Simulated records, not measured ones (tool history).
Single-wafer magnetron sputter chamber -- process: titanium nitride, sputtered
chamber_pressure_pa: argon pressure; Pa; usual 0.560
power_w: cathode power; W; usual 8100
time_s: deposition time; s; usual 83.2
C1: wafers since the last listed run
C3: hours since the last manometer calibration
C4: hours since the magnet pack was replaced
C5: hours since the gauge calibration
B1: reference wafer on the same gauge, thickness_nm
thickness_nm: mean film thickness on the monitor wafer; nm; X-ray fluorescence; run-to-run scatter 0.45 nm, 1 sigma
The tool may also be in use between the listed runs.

Run 1, hour 0.0: usual settings but chamber_pressure_pa 0.507 Pa; C1 0; wafers on the sputter target 5301; C3 1986.7; C4 9582.3; C5 797.5; B1 146.946. Result: thickness_nm 132.301 nm.
Run 2, hour 33.6: usual settings but chamber_pressure_pa 0.507 Pa; C1 713; wafers on the sputter target 6015; C3 2020.3; C4 9615.9; C5 831.1; B1 147.271. Result: thickness_nm 132.331 nm.
Run 3, hour 51.5: usual settings; C1 380; wafers on the sputter target 6396; C3 2038.2; C4 9633.8; C5 849.0; B1 146.948. Result: thickness_nm 129.887 nm.
Run 4, hour 83.2: usual settings; C1 673; wafers on the sputter target 7069; C3 2069.9; C4 9665.5; C5 880.7; B1 146.786. Result: thickness_nm 130.256 nm.
Run 5, hour 98.3: usual settings; C1 320; wafers on the sputter target 7390; C3 2085.0; C4 9680.6; C5 895.8; B1 147.049. Result: thickness_nm 130.562 nm.
Run 6, hour 111.9: usual settings; C1 288; wafers on the sputter target 7679; C3 2098.6; C4 9694.2; C5 909.4; B1 147.032. Result: thickness_nm 130.022 nm.
At hour 121.7: sputter target and shields replaced.
At hour 128.6: magnet pack replaced.
Run 7, hour 135.1: usual settings but time_s 87.6 s; C1 177; wafers on the sputter target 137; C3 2121.8; C4 6.5; C5 932.6; B1 146.884. Result: thickness_nm 137.770 nm.
Run 8, hour 168.9: usual settings but time_s 87.6 s; C1 718; wafers on the sputter target 856; C3 2155.6; C4 40.3; C5 966.4; B1 146.874. Result: thickness_nm 138.280 nm.
Run 9, hour 191.6: usual settings; C1 482; wafers on the sputter target 1338; C3 2178.3; C4 63.0; C5 989.1; B1 147.075. Result: thickness_nm 130.739 nm.
Run 10, hour 208.7: usual settings; C1 363; wafers on the sputter target 1701; C3 2195.4; C4 80.1; C5 1006.2; B1 147.147. Result: thickness_nm 131.563 nm.
Run 11, hour 239.6: usual settings; C1 656; wafers on the sputter target 2358; C3 2226.3; C4 111.0; C5 1037.1; B1 147.041. Result: thickness_nm 130.511 nm.
Run 12, hour 258.7: usual settings; C1 405; wafers on the sputter target 2764; C3 2245.4; C4 130.1; C5 1056.2; B1 147.029. Result: thickness_nm 130.357 nm.
Run 13, hour 274.9: usual settings; C1 344; wafers on the sputter target 3108; C3 2261.6; C4 146.3; C5 1072.4; B1 146.778. Result: thickness_nm 130.592 nm.
Run 14, hour 306.1: usual settings but chamber_pressure_pa 0.393 Pa, power_w 7550 W, time_s 67.7 s; C1 662; wafers on the sputter target 3771; C3 2292.8; C4 177.5; C5 1103.6; B1 146.988. Result: thickness_nm 104.836 nm.
At hour 315.1: gauge calibrated.
Run 15, hour 334.4: usual settings but time_s 87.6 s; C1 601; wafers on the sputter target 4372; C3 2321.1; C4 205.8; C5 19.3; B1 147.010. Result: thickness_nm 138.775 nm.
Run 16, hour 349.9: usual settings but chamber_pressure_pa 0.389 Pa, power_w 9950 W, time_s 95.9 s; C1 329; wafers on the sputter target 4702; C3 2336.6; C4 221.3; C5 34.8; B1 146.945. Result: thickness_nm 197.850 nm.
Run 17, hour 369.8: usual settings; C1 422; wafers on the sputter target 5125; C3 2356.5; C4 241.2; C5 54.7; B1 147.033. Result: thickness_nm 130.973 nm.
Run 18, hour 387.2: usual settings but chamber_pressure_pa 0.378 Pa, power_w 8950 W, time_s 96.9 s; C1 369; wafers on the sputter target 5494; C3 2373.9; C4 258.6; C5 72.1; B1 146.952. Result: thickness_nm 179.716 nm.
Run 19, hour 412.6: usual settings but chamber_pressure_pa 0.360 Pa, power_w 6950 W, time_s 87.4 s; C1 539; wafers on the sputter target 6034; C3 2399.3; C4 284.0; C5 97.5; B1 147.078. Result: thickness_nm 126.669 nm.
Run 20, hour 434.0: usual settings but chamber_pressure_pa 0.659 Pa, power_w 7400 W; C1 454; wafers on the sputter target 6489; C3 2420.7; C4 305.4; C5 118.9; B1 146.987. Result: thickness_nm 116.100 nm.
Run 21, hour 464.0: usual settings but chamber_pressure_pa 0.450 Pa; C1 637; wafers on the sputter target 7126; C3 2450.7; C4 335.4; C5 148.9; B1 147.048. Result: thickness_nm 136.592 nm.
Run 22, hour 480.4: usual settings but chamber_pressure_pa 0.360 Pa, power_w 6950 W, time_s 87.4 s; C1 348; wafers on the sputter target 7475; C3 2467.1; C4 351.8; C5 165.3; B1 146.998. Result: thickness_nm 127.325 nm.
Run 23, hour 505.9: usual settings; C1 541; wafers on the sputter target 8017; C3 2492.6; C4 377.3; C5 190.8; B1 146.966. Result: thickness_nm 131.491 nm.
At hour 515.7: sputter target and shields replaced.
Run 24, hour 521.5: usual settings; C1 161; wafers on the sputter target 122; C3 2508.2; C4 392.9; C5 206.4; B1 146.933. Result: thickness_nm 132.083 nm.
Run 25, hour 540.3: usual settings but time_s 92.1 s; C1 399; wafers on the sputter target 522; C3 2527.0; C4 411.7; C5 225.2; B1 147.374. Result: thickness_nm 144.948 nm.
Run 26, hour 567.7: usual settings; C1 582; wafers on the sputter target 1104; C3 2554.4; C4 439.1; C5 252.6; B1 147.020. Result: thickness_nm 131.521 nm.
Run 27, hour 601.4: usual settings but chamber_pressure_pa 0.361 Pa; C1 716; wafers on the sputter target 1820; C3 2588.1; C4 472.8; C5 286.3; B1 146.965. Result: thickness_nm 141.926 nm.
Run 28, hour 623.0: usual settings but chamber_pressure_pa 0.439 Pa, time_s 90.9 s; C1 458; wafers on the sputter target 2279; C3 2609.7; C4 494.4; C5 307.9; B1 146.879. Result: thickness_nm 150.742 nm.
At hour 636.1: capacitance manometer re-zeroed and calibrated.
Run 29, hour 718.4: usual settings but chamber_pressure_pa 0.453 Pa, time_s 74.5 s; C1 1857; wafers on the sputter target 4136; C3 82.3; C4 589.8; C5 403.3; B1 146.699. Result: thickness_nm 119.039 nm.
Run 30, hour 738.4: usual settings but time_s 87.6 s; C1 424; wafers on the sputter target 4561; C3 102.3; C4 609.8; C5 423.3; B1 147.002. Result: thickness_nm 133.358 nm.
Run 31, hour 759.9: usual settings but power_w 9000 W, time_s 73.4 s; C1 456; wafers on the sputter target 5018; C3 123.8; C4 631.3; C5 444.8; B1 147.053. Result: thickness_nm 124.548 nm.
Run 32, hour 786.1: usual settings but chamber_pressure_pa 0.490 Pa, power_w 9000 W, time_s 87.8 s; C1 556; wafers on the sputter target 5575; C3 150.0; C4 657.5; C5 471.0; B1 147.004. Result: thickness_nm 152.636 nm.
Run 33, hour 799.4: usual settings but chamber_pressure_pa 0.378 Pa, power_w 8950 W, time_s 96.9 s; C1 282; wafers on the sputter target 5857; C3 163.3; C4 670.8; C5 484.3; B1 146.811. Result: thickness_nm 175.985 nm.
Run 34, hour 816.6: usual settings but power_w 6100 W, time_s 69.3 s; C1 365; wafers on the sputter target 6223; C3 180.5; C4 688.0; C5 501.5; B1 147.145. Result: thickness_nm 79.399 nm.
Run 35, hour 851.2: usual settings but chamber_pressure_pa 0.426 Pa, power_w 7350 W; C1 735; wafers on the sputter target 6958; C3 215.1; C4 722.6; C5 536.1; B1 146.954. Result: thickness_nm 121.497 nm.
Run 36, hour 864.7: usual settings but power_w 7200 W; C1 286; wafers on the sputter target 7245; C3 228.6; C4 736.1; C5 549.6; B1 147.225. Result: thickness_nm 112.701 nm.

Alternative continuations, all from the tool just after run 36; predict every row:
Run A, hour 865.1: usual settings but chamber_pressure_pa 0.749 Pa; C1 8; wafers on the sputter target 7254; C3 229.0; C4 736.5; C5 550.0; B1 ?. Result: thickness_nm ?.
Run B, hour 865.1: usual settings but time_s 69.5 s; C1 8; wafers on the sputter target 7254; C3 229.0; C4 736.5; C5 550.0; B1 ?. Result: thickness_nm ?.
Run C, hour 865.1: usual settings but time_s 70.9 s; C1 8; wafers on the sputter target 7254; C3 229.0; C4 736.5; C5 550.0; B1 ?. Result: thickness_nm ?.

run       B1  thickness_nm
  A  147.035       117.494
  B  147.035       106.266
  C  147.035       108.406
What these runs would have given with no unlogged condition in the tool:
run  thickness_nm
  A       116.762
  B       105.780
  C       107.911
